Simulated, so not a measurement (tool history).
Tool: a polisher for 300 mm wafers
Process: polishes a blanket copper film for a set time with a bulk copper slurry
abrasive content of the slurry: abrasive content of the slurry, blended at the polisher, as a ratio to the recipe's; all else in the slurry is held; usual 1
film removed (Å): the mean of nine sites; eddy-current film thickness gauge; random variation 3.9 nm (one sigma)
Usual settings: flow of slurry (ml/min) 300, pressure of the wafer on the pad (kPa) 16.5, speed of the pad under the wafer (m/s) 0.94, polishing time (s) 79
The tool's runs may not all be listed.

run,day,flow of slurry (ml/min),pressure of the wafer on the pad (kPa),speed of the pad under the wafer (m/s),abrasive content of the slurry,polishing time (s),"incoming thickness of the incoming film, nm",film removed (Å)
1,0,300,16.5,0.94,1,79,3397.8,4652
2,0.383,300,16.5,0.94,1,79,3320.7,4589
# day 0.717: worn pad replaced by a new one
3,0.908,300,16.5,0.94,1,61,3325.3,3893
4,1.221,300,16.5,0.94,1,79,3345.5,5063
5,1.504,300,16.5,0.94,1,79,3404.7,5063
6,2.392,300,16.5,0.94,1,79,3358.3,4909
# day 2.671: slurry blender recalibrated
# day 2.8: slurry nozzle cleaned
7,2.833,300,16.5,0.94,0.85,63,3356.7,3953
8,3.158,300,16.5,0.94,1,79,3363.2,5141
# day 4.717: head pressure recalibrated
9,4.779,300,20,0.66,0.75,79,3384.7,3827
# day 5.317: worn pad replaced by a new one
10,5.338,205,16.5,0.94,1.1,79,3339.6,5100
11,5.733,300,11.7,0.94,1.15,101,3395.2,5301
12,6.429,300,16.5,0.94,1,79,3379,5069
13,6.688,200,16.5,0.94,0.85,53,3360.2,3159
14,7.1,300,21.4,0.94,1,79,3384.1,6031

Hidden state or all else? Some run-to-run changes of film removed (Å), split into what the settings, what came in and random variation would give without the hidden state, and what is left for the hidden state (with any gauge scatter that isn't in both results):
The hidden state here: removal rate lost through wear of the pad, %; slurry flow missing at the pad, %; deviation of the head's pressure from its setpoint, %; abrasive missing from the slurry, %.
Run 2 -> 3: polishing time (s) 79 -> 61, worn pad replaced by a new one. film removed (Å) -696: hidden state +499, all else -1195.
Run 13 -> 14: flow of slurry (ml/min) 200 -> 300, pressure of the wafer on the pad (kPa) 16.5 -> 21.4, abrasive content of the slurry 0.85 -> 1, polishing time (s) 53 -> 79. film removed (Å) +2872: hidden state -210, all else +3082.
